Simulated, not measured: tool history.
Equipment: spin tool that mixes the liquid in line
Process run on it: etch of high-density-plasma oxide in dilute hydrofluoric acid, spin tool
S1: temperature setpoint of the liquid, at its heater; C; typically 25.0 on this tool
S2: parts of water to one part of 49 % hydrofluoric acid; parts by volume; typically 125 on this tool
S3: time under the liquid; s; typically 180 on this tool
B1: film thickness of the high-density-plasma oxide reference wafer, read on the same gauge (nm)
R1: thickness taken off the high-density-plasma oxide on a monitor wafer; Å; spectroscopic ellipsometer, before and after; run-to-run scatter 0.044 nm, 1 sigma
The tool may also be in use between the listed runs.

Run 1, hour 0.0: usual settings but S1 28.0 C; B1 30.03. Result: R1 85.5 Å.
Run 2, hour 39.4: usual settings; B1 30.00. Result: R1 76.7 Å.
Run 3, hour 77.3: usual settings; B1 29.96. Result: R1 76.3 Å.
Run 4, hour 116.1: usual settings; B1 30.01. Result: R1 76.0 Å.
At hour 135.1: thermometer replaced.
Run 5, hour 155.1: usual settings; B1 30.00. Result: R1 77.0 Å.
Run 6, hour 202.6: usual settings; B1 29.99. Result: R1 76.7 Å.
Run 7, hour 276.4: usual settings; B1 30.01. Result: R1 76.3 Å.
Run 8, hour 343.5: usual settings; B1 29.96. Result: R1 75.5 Å.
Run 9, hour 428.1: usual settings; B1 30.03. Result: R1 76.9 Å.
Run 10, hour 480.1: usual settings; B1 29.96. Result: R1 76.8 Å.
Run 11, hour 584.1: usual settings; B1 30.00. Result: R1 77.6 Å.
At hour 784.2: thermometer replaced.
Run 12, hour 874.0: usual settings but S1 20.0 C, S2 165 parts by volume, S3 230 s; B1 30.02. Result: R1 58.7 Å.
Run 13, hour 934.1: usual settings but S1 29.0 C, S3 275 s; B1 30.02. Result: R1 137.4 Å.
At hour 1028.3: gauge calibrated.
Run 14, hour 1036.9: usual settings; B1 30.03. Result: R1 77.4 Å.
At hour 1119.6: hydrofluoric acid flow meter replaced.
Run 15, hour 1139.0: usual settings; B1 29.94. Result: R1 74.3 Å.
Run 16, hour 1223.1: usual settings but S3 75 s; B1 30.00. Result: R1 30.9 Å.
Run 17, hour 1279.9: usual settings but S1 21.5 C, S2 70 parts by volume, S3 220 s; B1 29.99. Result: R1 150.8 Å.
Run 18, hour 1373.2: usual settings but S2 65 parts by volume, S3 140 s; B1 29.97. Result: R1 120.5 Å.
Run 19, hour 1431.2: usual settings but S2 85 parts by volume; B1 30.01. Result: R1 116.5 Å.
At hour 1474.7: thermometer replaced.
Run 20, hour 1536.3: usual settings but S1 22.5 C, S3 290 s; B1 30.00. Result: R1 109.0 Å.
Run 21, hour 1618.2: usual settings but S1 20.0 C, S2 70 parts by volume, S3 250 s; B1 30.01. Result: R1 162.0 Å.

Each row is a separate what-if for the run after 21, all from the same tool condition, not one after another. Results?
Run A, hour 1618.7: usual settings but S1 21.5 C; B1 ?. Result: R1 ?.
Run B, hour 1618.7: usual settings but S1 21.5 C, S2 145 parts by volume; B1 ?. Result: R1 ?.
Run C, hour 1618.7: usual settings but S1 28.0 C, S2 160 parts by volume, S3 95 s; B1 ?. Result: R1 ?.
Run D, hour 1618.7: usual settings but S1 21.5 C, S2 150 parts by volume, S3 245 s; B1 ?. Result: R1 ?.

run     B1    R1
  A  30.03  66.2
  B  30.03  55.9
  C  30.03  33.6
  D  30.03  73.1
Had the tool no hidden state, the same runs would have come out as:
run    R1
  A  65.3
  B  55.1
  C  33.1
  D  72.1
